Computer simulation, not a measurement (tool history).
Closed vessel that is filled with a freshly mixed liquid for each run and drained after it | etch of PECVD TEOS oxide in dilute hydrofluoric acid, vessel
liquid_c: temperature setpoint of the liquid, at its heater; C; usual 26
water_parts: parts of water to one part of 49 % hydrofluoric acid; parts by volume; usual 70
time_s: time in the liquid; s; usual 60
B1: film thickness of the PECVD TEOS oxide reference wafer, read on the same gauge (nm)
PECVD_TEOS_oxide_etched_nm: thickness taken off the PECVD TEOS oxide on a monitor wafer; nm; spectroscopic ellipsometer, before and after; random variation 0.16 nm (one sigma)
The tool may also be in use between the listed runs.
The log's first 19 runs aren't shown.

{"run": 20, "hour": 1333.9, "liquid_c": 29, "water_parts": 70, "time_s": 95, "B1": 90.01, "PECVD_TEOS_oxide_etched_nm": 33.19}
{"run": 21, "hour": 1403.9, "liquid_c": 30.5, "water_parts": 55, "time_s": 40, "B1": 89.97, "PECVD_TEOS_oxide_etched_nm": 19.29}
{"run": 22, "hour": 1485.5, "liquid_c": 22.5, "water_parts": 80, "time_s": 40, "B1": 89.97, "PECVD_TEOS_oxide_etched_nm": 9.12}
{"run": 23, "hour": 1664.9, "liquid_c": 22, "water_parts": 55, "time_s": 50, "B1": 90.01, "PECVD_TEOS_oxide_etched_nm": 16.73}
{"run": 24, "hour": 1750.4, "liquid_c": 26, "water_parts": 70, "time_s": 60, "B1": 89.97, "PECVD_TEOS_oxide_etched_nm": 18.34}
{"run": 25, "hour": 1838.8, "liquid_c": 22.5, "water_parts": 45, "time_s": 30, "B1": 90.05, "PECVD_TEOS_oxide_etched_nm": 12.56}
{"run": 26, "hour": 1938.9, "liquid_c": 26, "water_parts": 70, "time_s": 60, "B1": 89.99, "PECVD_TEOS_oxide_etched_nm": 17.82}
{"hour": 1970.4, "done": "hydrofluoric acid flow meter replaced"}
{"run": 27, "hour": 2155.8, "liquid_c": 30, "water_parts": 70, "time_s": 60, "B1": 89.98, "PECVD_TEOS_oxide_etched_nm": 21.07}
{"run": 28, "hour": 2214.7, "liquid_c": 27.5, "water_parts": 80, "time_s": 85, "B1": 90.03, "PECVD_TEOS_oxide_etched_nm": 23.06}
{"hour": 2251.1, "done": "thermometer replaced"}
{"run": 29, "hour": 2321.2, "liquid_c": 29.5, "water_parts": 45, "time_s": 50, "B1": 90, "PECVD_TEOS_oxide_etched_nm": 29.14}
{"run": 30, "hour": 2399.7, "liquid_c": 23, "water_parts": 95, "time_s": 75, "B1": 89.99, "PECVD_TEOS_oxide_etched_nm": 14.5}
{"run": 31, "hour": 2482.0, "liquid_c": 26, "water_parts": 70, "time_s": 70, "B1": 89.98, "PECVD_TEOS_oxide_etched_nm": 21.63}
{"run": 32, "hour": 2518.3, "liquid_c": 21, "water_parts": 40, "time_s": 95, "B1": 89.99, "PECVD_TEOS_oxide_etched_nm": 42.9}

5 ways to go on from here, each from the tool as it stands after run 32. What would each give?
{"run": "A", "hour": 2519.0, "liquid_c": 26, "water_parts": 70, "time_s": 60, "B1": "?", "PECVD_TEOS_oxide_etched_nm": "?"}
{"run": "B", "hour": 2519.0, "liquid_c": 26, "water_parts": 70, "time_s": 85, "B1": "?", "PECVD_TEOS_oxide_etched_nm": "?"}
{"run": "C", "hour": 2519.0, "liquid_c": 31, "water_parts": 50, "time_s": 90, "B1": "?", "PECVD_TEOS_oxide_etched_nm": "?"}
{"run": "D", "hour": 2519.0, "liquid_c": 31, "water_parts": 70, "time_s": 75, "B1": "?", "PECVD_TEOS_oxide_etched_nm": "?"}
{"run": "E", "hour": 2519.0, "liquid_c": 30, "water_parts": 70, "time_s": 90, "B1": "?", "PECVD_TEOS_oxide_etched_nm": "?"}

run=A B1=90 PECVD_TEOS_oxide_etched_nm=18.64
run=B B1=90 PECVD_TEOS_oxide_etched_nm=26.4
run=C B1=90 PECVD_TEOS_oxide_etched_nm=49.07
run=D B1=90 PECVD_TEOS_oxide_etched_nm=28.33
run=E B1=90 PECVD_TEOS_oxide_etched_nm=32.71
Without the tool's hidden state the same runs would have given:
run=A PECVD_TEOS_oxide_etched_nm=18.88
run=B PECVD_TEOS_oxide_etched_nm=26.75
run=C PECVD_TEOS_oxide_etched_nm=49.71
run=D PECVD_TEOS_oxide_etched_nm=28.69
run=E PECVD_TEOS_oxide_etched_nm=33.13
